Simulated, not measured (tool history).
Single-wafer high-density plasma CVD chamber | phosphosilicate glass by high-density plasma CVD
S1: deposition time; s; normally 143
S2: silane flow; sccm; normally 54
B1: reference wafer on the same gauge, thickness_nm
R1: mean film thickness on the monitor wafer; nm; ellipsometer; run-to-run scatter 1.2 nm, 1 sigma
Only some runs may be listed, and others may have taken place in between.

| run | hour | S1 | S2 | B1 | R1 |
|---|---|---|---|---|---|
| 1 | 0 | 143 | 60 | 874.698 | 869.884 |
| 2 | 15.4 | 143 | 60 | 874.798 | 869.812 |
| 3 | 27.5 | 143 | 54 | 875.379 | 785.752 |
| 4 | 39.8 | 164 | 54 | 875.885 | 900.997 |
| 5 | 48.2 | 164 | 54 | 875.459 | 899.076 |
| 6 | 56 | 143 | 54 | 876.063 | 783.666 |
| 7 | 65.3 | 143 | 54 | 876.249 | 784.006 |
| 8 | 71.7 | 132 | 46 | 875.874 | 616.382 |
| 9 | 105.8 | 132 | 46 | 876.696 | 617.968 |
| 10 | 122.2 | 143 | 54 | 876.876 | 785.439 |
| 11 | 130.1 | 143 | 54 | 876.534 | 786.798 |
|  | 135.6 | gauge calibrated |
| 12 | 139.2 | 115 | 48 | 869.695 | 557.983 |
| 13 | 148.3 | 143 | 54 | 871.277 | 780.13 |
| 14 | 155.1 | 130 | 63 | 872.08 | 827.98 |
| 15 | 161.8 | 143 | 54 | 871.971 | 780.677 |
| 16 | 190.6 | 143 | 47 | 874.387 | 681.727 |
|  | 204.2 | silane flow controller replaced |
| 17 | 204.7 | 143 | 54 | 875.305 | 782.46 |
| 18 | 205.2 | 131 | 54 | 875.033 | 718.366 |
| 19 | 217.3 | 156 | 59 | 874.784 | 934.793 |
| 20 | 229.1 | 126 | 58 | 876.005 | 740.568 |
| 21 | 242.3 | 116 | 63 | 876.423 | 742.533 |
| 22 | 259 | 143 | 54 | 876.297 | 786.249 |

List, for all runs, the conditions of the tool that the log does not record:
delivered silane flow above the setpoint (%): 0 across all the runs
H1: gauge reads high (%)
| run | H1 |
|---|---|
| 1 | 0.626 |
| 2 | 0.685 |
| 3 | 0.724 |
| 4 | 0.757 |
| 5 | 0.778 |
| 6 | 0.794 |
| 7 | 0.812 |
| 8 | 0.823 |
| 9 | 0.869 |
| 10 | 0.885 |
| 11 | 0.892 |
| 12 | 0.151 |
| 13 | 0.255 |
| 14 | 0.325 |
| 15 | 0.387 |
| 16 | 0.604 |
| 17 | 0.684 |
| 18 | 0.686 |
| 19 | 0.744 |
| 20 | 0.792 |
| 21 | 0.837 |
| 22 | 0.885 |

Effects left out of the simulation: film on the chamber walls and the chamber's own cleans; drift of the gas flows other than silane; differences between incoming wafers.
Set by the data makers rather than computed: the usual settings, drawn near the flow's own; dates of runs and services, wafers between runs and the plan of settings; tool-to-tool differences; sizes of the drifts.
